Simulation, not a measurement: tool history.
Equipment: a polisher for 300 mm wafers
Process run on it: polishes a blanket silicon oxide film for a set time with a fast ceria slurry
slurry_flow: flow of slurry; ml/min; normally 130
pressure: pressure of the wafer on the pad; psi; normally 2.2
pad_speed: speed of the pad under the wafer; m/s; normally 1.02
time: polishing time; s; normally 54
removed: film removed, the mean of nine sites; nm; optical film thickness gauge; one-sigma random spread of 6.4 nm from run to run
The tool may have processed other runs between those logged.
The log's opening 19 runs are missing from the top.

run,hour,slurry_flow,pressure,pad_speed,time,wafers since the last listed run,wafers polished on this pad,hours since the slurry nozzle was cleaned,hours since the head pressure was calibrated,"incoming thickness of the incoming film, nm",removed
20,578.4,130,2.2,1.02,54,218,1853,276.1,109.9,2381.7,555
# hour 582.9: worn pad replaced by a new one
21,594.6,95,2.2,1.12,54,140,135,292.3,126.1,2470.3,566.5
22,626.2,130,2.6,1.02,54,363,498,323.9,157.7,2401.7,654.8
23,658.7,130,2.8,1.14,54,373,872,356.4,190.2,2368.4,812
24,682,100,2.2,1.02,54,268,1140,379.7,213.5,2434.2,524.2
25,717.2,160,1.5,1.16,72,404,1545,414.9,248.7,2439.4,604.7
26,737.7,130,2.2,1.2,69,235,1781,435.4,269.2,2408.8,860.2
27,769.3,130,2.2,1.02,54,363,2144,467,300.8,2421.4,555.3
# hour 780.6: worn pad replaced by a new one
# hour 786.6: slurry nozzle cleaned
28,791.6,130,2.2,1.02,54,199,114,5,323.1,2409.2,567.1
29,808.5,130,2.9,0.9,54,194,309,21.9,340,2430.9,657.1
30,897.6,100,2.7,1.26,36,1024,1334,111,429.1,2434.5,538
31,915.5,165,2.2,1.02,41,205,1539,128.9,447,2427.3,452.5
32,927.5,90,2.7,0.78,61,138,1677,140.9,459,2424.2,547.9

Forecast each of these 5 alternatives for the next run:
A,927.9,105,2.2,1.02,54,4,1682,141.3,459.4,2390.3,?
B,927.9,145,2.2,1.38,37,4,1682,141.3,459.4,2390.3,?
C,927.9,130,2.8,0.84,68,4,1682,141.3,459.4,2390.3,?
D,927.9,130,1.8,0.68,54,4,1682,141.3,459.4,2390.3,?
E,927.9,130,1.9,1.02,54,4,1682,141.3,459.4,2390.3,?

run,removed
A,546.9
B,545
C,759.2
D,313.8
E,496.8
Stripped of hidden state, with their random variation kept, the same runs would have yielded:
run,removed
A,543.4
B,541.6
C,754.4
D,311.8
E,493.6

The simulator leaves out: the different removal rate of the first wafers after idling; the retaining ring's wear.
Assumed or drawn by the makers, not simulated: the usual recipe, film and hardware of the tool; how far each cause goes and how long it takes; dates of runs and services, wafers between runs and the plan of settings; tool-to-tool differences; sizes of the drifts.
